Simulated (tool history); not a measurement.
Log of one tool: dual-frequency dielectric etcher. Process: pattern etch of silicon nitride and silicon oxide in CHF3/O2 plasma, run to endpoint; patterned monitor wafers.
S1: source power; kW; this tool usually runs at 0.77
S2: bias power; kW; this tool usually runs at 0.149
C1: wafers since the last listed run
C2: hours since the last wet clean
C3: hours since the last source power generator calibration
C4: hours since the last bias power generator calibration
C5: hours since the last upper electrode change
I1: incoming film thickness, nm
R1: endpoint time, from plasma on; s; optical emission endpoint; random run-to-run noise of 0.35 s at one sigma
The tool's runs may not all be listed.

run,hour,S1,S2,C1,C2,C3,C4,C5,I1,R1
1,0,0.77,0.149,0,307.2,3516.5,1911.2,4524.8,184.5,118.6
2,14.1,0.77,0.141,109,321.3,3530.6,1925.3,4538.9,181.5,118.3
3,21.8,0.77,0.141,59,329,3538.3,1933,4546.6,184.1,120
4,32.9,0.77,0.141,86,340.1,3549.4,1944.1,4557.7,184.7,120.3
5,40.8,0.77,0.149,61,348,3557.3,1952,4565.6,185,119.5
6,55.5,0.77,0.149,114,362.7,3572,1966.7,4580.3,183.7,118.7
7,69.3,0.77,0.149,107,376.5,3585.8,1980.5,4594.1,184.3,118.1
8,85.6,0.77,0.162,126,392.8,3602.1,1996.8,4610.4,181.3,113.5
9,101.8,0.77,0.162,125,409,3618.3,2013,4626.6,182.6,115.1
10,109.4,0.77,0.162,59,416.6,3625.9,2020.6,4634.2,184.6,116.4
# hour 130.8: bias power generator calibrated
11,150.6,0.77,0.149,288,457.8,3667.1,19.8,4675.4,183.5,118.7
12,162.5,0.77,0.149,92,469.7,3679,31.7,4687.3,184,118.9
# hour 192.3: upper electrode replaced
13,192.8,0.85,0.124,48,500,3709.3,62,0.5,183.9,120.4
14,193.1,0.77,0.149,2,500.3,3709.6,62.3,0.8,182.9,118.2
15,198.8,0.77,0.149,44,506,3715.3,68,6.5,185.1,119.5
16,211.2,0.77,0.149,96,518.4,3727.7,80.4,18.9,185,119.1
17,222.7,0.58,0.177,89,529.9,3739.2,91.9,30.4,184.5,127.1
# hour 233.9: source power generator calibrated
18,234.4,0.95,0.149,59,541.6,0.5,103.6,42.1,182.1,108.1
19,245.6,0.9,0.172,86,552.8,11.7,114.8,53.3,184.7,107.1
# hour 276.8: wet clean of the chamber
20,277.3,0.87,0.159,59,0.5,43.4,146.5,85,185,110.2
21,277.7,0.77,0.149,3,0.9,43.8,146.9,85.4,184.3,117.4
22,278,0.77,0.183,2,1.2,44.1,147.2,85.7,182.8,109.3
23,281.3,0.7,0.115,25,4.5,47.4,150.5,89,184.7,132.3
24,287.8,0.77,0.149,50,11,53.9,157,95.5,183.2,117.8
25,298.5,0.77,0.118,83,21.7,64.6,167.7,106.2,181.7,124.2
26,308.6,0.86,0.117,78,31.8,74.7,177.8,116.3,185,121.3
27,314.9,0.63,0.149,48,38.1,81,184.1,122.6,183.5,127.8
28,332.6,0.77,0.149,137,55.8,98.7,201.8,140.3,182.8,116.7
29,361,0.66,0.149,220,84.2,127.1,230.2,168.7,183.8,124.6
30,368.9,0.95,0.164,61,92.1,135,238.1,176.6,184.3,104.8
31,382.1,0.65,0.149,102,105.3,148.2,251.3,189.8,185.5,127.8
32,396.9,0.67,0.122,114,120.1,163,266.1,204.6,184.3,132.6
33,413.5,0.77,0.149,128,136.7,179.6,282.7,221.2,185.5,118.8
34,420.8,0.67,0.116,56,144,186.9,290,228.5,183.9,134.4
35,438.3,0.85,0.159,135,161.5,204.4,307.5,246,185,111.3
36,451.9,0.95,0.185,105,175.1,218,321.1,259.6,182.4,100.8

Each run again, without the hidden state but with its own random variation kept:
Unlogged tool condition in this case: etch rate over this chamber's usual, %; source power that arrives over what is set, %; bias power that arrives over what is set, %.
run,R1
1,117.7
2,117.3
3,119
4,119.2
5,118.4
6,117.6
7,117
8,112.3
9,113.9
10,115.1
11,117.3
12,117.5
13,118.8
14,116.6
15,118
16,117.5
17,125.4
18,106.6
19,105.6
20,110.1
21,117.3
22,109.2
23,132.2
24,117.7
25,124
26,121.1
27,127.6
28,116.4
29,124.2
30,104.5
31,127.3
32,132.1
33,118.3
34,133.8
35,110.7
36,100.3
